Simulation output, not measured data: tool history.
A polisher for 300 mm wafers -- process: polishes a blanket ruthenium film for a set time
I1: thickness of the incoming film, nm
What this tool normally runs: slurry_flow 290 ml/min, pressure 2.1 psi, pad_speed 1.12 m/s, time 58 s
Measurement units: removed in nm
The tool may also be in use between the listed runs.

Run 1, hour 0: usual settings but pressure 2.2 psi; I1 291.9. Result: removed 77 nm.
At hour 4.4: worn pad replaced by a new one.
Run 2, hour 35.4: usual settings but pressure 2.2 psi; I1 292.4. Result: removed 79.1 nm.
Run 3, hour 61.6: usual settings but slurry_flow 255 ml/min; I1 294.6. Result: removed 71.8 nm.
Run 4, hour 86.1: usual settings; I1 295.2. Result: removed 73.8 nm.
At hour 104.4: slurry nozzle cleaned.
Run 5, hour 114.9: usual settings; I1 291.6. Result: removed 78.4 nm.
At hour 139.8: worn pad replaced by a new one.
Run 6, hour 146.1: usual settings; I1 293.4. Result: removed 78.1 nm.
Run 7, hour 174.6: usual settings; I1 295.4. Result: removed 79 nm.
Run 8, hour 189.2: usual settings but time 68 s; I1 291.7. Result: removed 90 nm.
At hour 207.8: head pressure recalibrated.
Run 9, hour 210.1: usual settings but pad_speed 0.9 m/s; I1 291.5. Result: removed 61.7 nm.
Run 10, hour 231.8: usual settings but pad_speed 0.9 m/s; I1 295.2. Result: removed 61.5 nm.
Run 11, hour 265.5: usual settings; I1 291.6. Result: removed 75.7 nm.
At hour 277.4: worn pad replaced by a new one.
Run 12, hour 293: usual settings; I1 293.8. Result: removed 74.5 nm.
Run 13, hour 305.7: usual settings but slurry_flow 225 ml/min, pad_speed 1.48 m/s; I1 291.1. Result: removed 94.7 nm.
Run 14, hour 332.7: usual settings but slurry_flow 315 ml/min, pressure 1.6 psi, pad_speed 0.98 m/s, time 40 s; I1 286. Result: removed 34.7 nm.
Run 15, hour 359.9: usual settings but slurry_flow 385 ml/min, pressure 2.6 psi, pad_speed 1.48 m/s; I1 286.5. Result: removed 124.5 nm.
At hour 394.7: slurry nozzle cleaned.
At hour 410.5: worn pad replaced by a new one.
Run 16, hour 423.5: usual settings but slurry_flow 245 ml/min, pressure 1.5 psi, pad_speed 0.94 m/s; I1 294.6. Result: removed 46 nm.
Run 17, hour 456.8: usual settings; I1 291. Result: removed 76.9 nm.
Run 18, hour 471.7: usual settings but slurry_flow 255 ml/min, pressure 1.7 psi, pad_speed 1.5 m/s; I1 286.4. Result: removed 82.5 nm.
Run 19, hour 493.6: usual settings but slurry_flow 380 ml/min, pressure 2.5 psi, pad_speed 1.5 m/s; I1 285.3. Result: removed 127.6 nm.
Run 20, hour 509.5: usual settings but slurry_flow 205 ml/min, pad_speed 1.28 m/s; I1 291.6. Result: removed 81.7 nm.
Run 21, hour 535: usual settings but slurry_flow 210 ml/min, pressure 2.3 psi, time 67 s; I1 292.1. Result: removed 89.9 nm.
At hour 554.2: worn pad replaced by a new one.
Run 22, hour 561.3: usual settings; I1 291. Result: removed 74.6 nm.
Run 23, hour 594.4: usual settings but slurry_flow 240 ml/min, time 45 s; I1 289.2. Result: removed 55.9 nm.
Run 24, hour 629.3: usual settings but slurry_flow 215 ml/min; I1 285. Result: removed 69.6 nm.

List, for all runs, the conditions of the tool that the log does not record:
removal rate lost through wear of the pad, %: 0, the same for each run
deviation of the head's pressure from its setpoint, %: 0, the same for each run
H1: slurry flow missing at the pad, %
run    H1
  1  39.9
  2  40.9
  3  41.5
  4    42
  5  6.13
  6  15.4
  7  21.8
  8  24.6
  9  27.9
 10  30.8
 11  34.3
 12  36.5
 13  37.4
 14  38.9
 15  40.1
 16  12.1
 17  20.4
 18  23.4
 19  27.2
 20  29.5
 21  32.5
 22  35.1
 23  37.5
 24  39.4
